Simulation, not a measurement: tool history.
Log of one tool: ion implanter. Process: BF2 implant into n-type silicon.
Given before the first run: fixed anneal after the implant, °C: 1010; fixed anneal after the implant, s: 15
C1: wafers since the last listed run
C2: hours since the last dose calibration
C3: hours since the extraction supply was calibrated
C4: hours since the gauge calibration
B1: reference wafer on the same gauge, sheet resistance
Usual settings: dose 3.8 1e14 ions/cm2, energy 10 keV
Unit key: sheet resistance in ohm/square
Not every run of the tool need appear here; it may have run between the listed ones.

Run 1, day 0: usual settings; C1 0; C2 933.3; C3 2386.9; C4 48.5; B1 413.66. Result: sheet resistance 381.9 ohm/square.
Run 2, day 3.717: usual settings but dose 3.29 1e14 ions/cm2; C1 891; C2 1022.5; C3 2476.1; C4 137.7; B1 413.77. Result: sheet resistance 423.21 ohm/square.
Run 3, day 6.296: usual settings but dose 3.29 1e14 ions/cm2; C1 618; C2 1084.4; C3 2538; C4 199.6; B1 413.11. Result: sheet resistance 418.27 ohm/square.
Run 4, day 9.954: usual settings but dose 3.29 1e14 ions/cm2; C1 877; C2 1172.2; C3 2625.8; C4 287.4; B1 414.17. Result: sheet resistance 416.03 ohm/square.
Run 5, day 11.458: usual settings; C1 360; C2 1208.3; C3 2661.9; C4 323.5; B1 413.58. Result: sheet resistance 378.69 ohm/square.
Run 6, day 14.758: usual settings; C1 791; C2 1287.5; C3 2741.1; C4 402.7; B1 413.97. Result: sheet resistance 379.21 ohm/square.
Run 7, day 19.004: usual settings; C1 1017; C2 1389.4; C3 2843; C4 504.6; B1 413.81. Result: sheet resistance 379.74 ohm/square.
Run 8, day 22.704: usual settings but dose 4.29 1e14 ions/cm2; C1 887; C2 1478.2; C3 2931.8; C4 593.4; B1 413.24. Result: sheet resistance 350.05 ohm/square.
Run 9, day 26.779: usual settings but dose 4.21 1e14 ions/cm2; C1 976; C2 1576; C3 3029.6; C4 691.2; B1 413.02. Result: sheet resistance 359.09 ohm/square.
Run 10, day 28.421: usual settings but dose 4.21 1e14 ions/cm2; C1 393; C2 1615.4; C3 3069; C4 730.6; B1 414.24. Result: sheet resistance 355.33 ohm/square.
Run 11, day 32.704: usual settings but dose 4.21 1e14 ions/cm2; C1 1026; C2 1718.2; C3 3171.8; C4 833.4; B1 414.44. Result: sheet resistance 357.16 ohm/square.
At day 42.783: Faraday cup replaced and dose calibrated.
Run 12, day 44.796: usual settings but energy 12.5 keV; C1 2818; C2 48.3; C3 3462; C4 1123.6; B1 413.26. Result: sheet resistance 363.08 ohm/square.
Run 13, day 47.608: usual settings; C1 674; C2 115.8; C3 3529.5; C4 1191.1; B1 414.4. Result: sheet resistance 382.82 ohm/square.
Run 14, day 50.346: usual settings; C1 656; C2 181.5; C3 3595.2; C4 1256.8; B1 413.39. Result: sheet resistance 386.56 ohm/square.
Run 15, day 53.775: usual settings; C1 822; C2 263.8; C3 3677.5; C4 1339.1; B1 414.19. Result: sheet resistance 382.08 ohm/square.
Run 16, day 56.267: usual settings but energy 7.5 keV; C1 597; C2 323.6; C3 3737.3; C4 1398.9; B1 414.7. Result: sheet resistance 418.04 ohm/square.
Run 17, day 60.042: usual settings but energy 7.5 keV; C1 905; C2 414.2; C3 3827.9; C4 1489.5; B1 414.73. Result: sheet resistance 423.83 ohm/square.
Run 18, day 61.908: usual settings; C1 447; C2 459; C3 3872.7; C4 1534.3; B1 414.36. Result: sheet resistance 382.96 ohm/square.
Run 19, day 65.392: usual settings but dose 3.39 1e14 ions/cm2, energy 11.5 keV; C1 835; C2 542.6; C3 3956.3; C4 1617.9; B1 414.02. Result: sheet resistance 394.42 ohm/square.
Run 20, day 69.462: usual settings; C1 975; C2 640.3; C3 4054; C4 1715.6; B1 413.74. Result: sheet resistance 384.85 ohm/square.
Run 21, day 71.462: usual settings but dose 4.92 1e14 ions/cm2; C1 479; C2 688.3; C3 4102; C4 1763.6; B1 414.22. Result: sheet resistance 331.3 ohm/square.
Run 22, day 74.196: usual settings but dose 3.47 1e14 ions/cm2, energy 7.5 keV; C1 655; C2 753.9; C3 4167.6; C4 1829.2; B1 413.21. Result: sheet resistance 444.01 ohm/square.
Run 23, day 76.5: usual settings but dose 3.31 1e14 ions/cm2, energy 7.5 keV; C1 552; C2 809.2; C3 4222.9; C4 1884.5; B1 413.26. Result: sheet resistance 454.51 ohm/square.
Run 24, day 79.471: usual settings but dose 4.26 1e14 ions/cm2, energy 7.5 keV; C1 712; C2 880.5; C3 4294.2; C4 1955.8; B1 414.24. Result: sheet resistance 387.63 ohm/square.
At day 81.471: gauge calibrated.
Run 25, day 83.283: usual settings but dose 4.75 1e14 ions/cm2, energy 8 keV; C1 914; C2 972; C3 4385.7; C4 43.5; B1 412.87. Result: sheet resistance 363.12 ohm/square.
Run 26, day 85.546: usual settings but dose 3.01 1e14 ions/cm2, energy 8 keV; C1 542; C2 1026.3; C3 4440; C4 97.8; B1 413.8. Result: sheet resistance 471.79 ohm/square.
Run 27, day 91.946: usual settings but dose 4.26 1e14 ions/cm2, energy 12 keV; C1 1534; C2 1179.9; C3 4593.6; C4 251.4; B1 414.5. Result: sheet resistance 336.34 ohm/square.
Run 28, day 102.667: usual settings but dose 4.66 1e14 ions/cm2, energy 12 keV; C1 2570; C2 1437.2; C3 4850.9; C4 508.7; B1 413.83. Result: sheet resistance 318.78 ohm/square.
At day 106.367: extraction supply calibrated.
Run 29, day 109.45: usual settings but dose 2.98 1e14 ions/cm2, energy 11.5 keV; C1 1546; C2 1600; C3 74; C4 671.5; B1 413.57. Result: sheet resistance 430.02 ohm/square.
At day 112.371: Faraday cup replaced and dose calibrated.
Run 30, day 112.958: usual settings; C1 761; C2 14.1; C3 158.2; C4 755.7; B1 413.92. Result: sheet resistance 389.36 ohm/square.
Run 31, day 114.688: usual settings but dose 4.13 1e14 ions/cm2, energy 7.5 keV; C1 414; C2 55.6; C3 199.7; C4 797.2; B1 414.36. Result: sheet resistance 403.03 ohm/square.
Run 32, day 116.967: usual settings; C1 546; C2 110.3; C3 254.4; C4 851.9; B1 414.17. Result: sheet resistance 386.86 ohm/square.
Run 33, day 120.004: usual settings; C1 728; C2 183.2; C3 327.3; C4 924.8; B1 413.46. Result: sheet resistance 385.34 ohm/square.
Run 34, day 132.433: usual settings; C1 2979; C2 481.5; C3 625.6; C4 1223.1; B1 414.45. Result: sheet resistance 386.21 ohm/square.
Run 35, day 135.05: usual settings but dose 4.55 1e14 ions/cm2, energy 8 keV; C1 627; C2 544.3; C3 688.4; C4 1285.9; B1 414.4. Result: sheet resistance 371.04 ohm/square.
Run 36, day 138.438: usual settings but energy 11 keV; C1 812; C2 625.6; C3 769.7; C4 1367.2; B1 414.66. Result: sheet resistance 374.87 ohm/square.
Run 37, day 141.525: usual settings; C1 740; C2 699.7; C3 843.8; C4 1441.3; B1 414.96. Result: sheet resistance 383.45 ohm/square.

Had the tool no unlogged condition, and each run kept its random variation, what would the results have been?
Hidden conditions of the tool in this case: deviation of the true dose from the Faraday cup's reading, %; deviation of the true energy from its setpoint, %; gauge reads high (%).
run  sheet resistance
  1            386.66
  2             429.6
  3            425.03
  4            423.37
  5            385.04
  6            386.03
  7            387.17
  8            356.83
  9            366.63
 10               363
 11             365.4
 12            363.31
 13            383.46
 14             387.6
 15            383.62
 16            420.02
 17            426.41
 18            385.68
 19            398.11
 20            388.68
 21            334.29
 22            449.21
 23            460.36
 24             392.4
 25            367.76
 26            479.99
 27            342.36
 28            325.29
 29            442.78
 30            388.32
 31            402.29
 32            386.42
 33            385.35
 34            388.05
 35            372.89
 36            377.58
 37             386.6
